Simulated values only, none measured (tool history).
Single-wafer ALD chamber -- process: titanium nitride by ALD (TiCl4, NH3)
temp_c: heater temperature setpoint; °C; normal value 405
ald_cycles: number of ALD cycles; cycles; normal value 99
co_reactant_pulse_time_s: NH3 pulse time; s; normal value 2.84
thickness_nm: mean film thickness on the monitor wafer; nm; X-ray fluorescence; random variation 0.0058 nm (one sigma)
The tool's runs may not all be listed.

run	hour	temp_c	ald_cycles	co_reactant_pulse_time_s	read-back reference wafer on the same gauge, thickness_nm	thickness_nm
1	0	401	99	2.84	1.889	2.329
2	14.8	401	99	2.84	1.891	2.346
3	43.8	401	99	2.84	1.89	2.335
4	75.3	405	99	2.84	1.888	2.343
5	109	405	92	2.84	1.889	2.17
6	127.6	405	92	2.84	1.89	2.178
7	140	405	99	2.84	1.891	2.338
8	154.8	405	99	2.84	1.889	2.337
# hour 158: gauge calibrated
9	172.4	405	99	2.84	1.89	2.337
10	206.8	405	99	2.84	1.89	2.33
11	224.9	405	99	2.84	1.891	2.347
12	254	405	99	2.84	1.889	2.334
13	266.2	405	99	2.84	1.891	2.342
14	301.7	394	99	2.84	1.89	2.34
# hour 318.5: thermocouple changed; heater temperature recalibrated
15	328.9	394	99	2.84	1.89	2.335
16	358.4	395	90	2.13	1.889	2.104
17	384.9	393	86	3.55	1.89	2.032
# hour 401.1: showerhead replaced
18	407.3	399	99	2.37	1.89	2.33
19	439.1	405	99	2.84	1.89	2.349
20	459.3	401	99	2.84	1.889	2.333
21	475.3	405	99	2.84	1.89	2.332
22	488.9	399	99	2.84	1.89	2.345
23	520.7	405	99	2.84	1.891	2.34
24	543.8	405	99	2.84	1.89	2.343
25	562.8	396	89	3.66	1.891	2.11
26	590.2	395	89	2.34	1.89	2.084
27	623.6	419	88	1.78	1.891	2.064
28	653.8	410	105	2.55	1.889	2.473
29	682.2	405	99	2.05	1.89	2.327
30	698.1	395	90	2.13	1.891	2.102
31	729.6	405	99	2.84	1.89	2.336
32	749.1	405	99	2.84	1.891	2.337
33	782.9	405	105	3.13	1.889	2.487
34	803.7	399	109	2.84	1.889	2.565
35	838.8	396	89	1.86	1.89	2.073
36	864.6	392	80	3.88	1.889	1.892
37	886.8	405	99	2.84	1.89	2.338
38	920.9	405	99	3.94	1.891	2.354
39	940.4	411	105	3.47	1.89	2.491

Give the tool's hidden conditions for every run:
wafer temperature above the value expected at the setpoint (K): 0, the same for each run
gauge reads high (%): 0, the same for each run

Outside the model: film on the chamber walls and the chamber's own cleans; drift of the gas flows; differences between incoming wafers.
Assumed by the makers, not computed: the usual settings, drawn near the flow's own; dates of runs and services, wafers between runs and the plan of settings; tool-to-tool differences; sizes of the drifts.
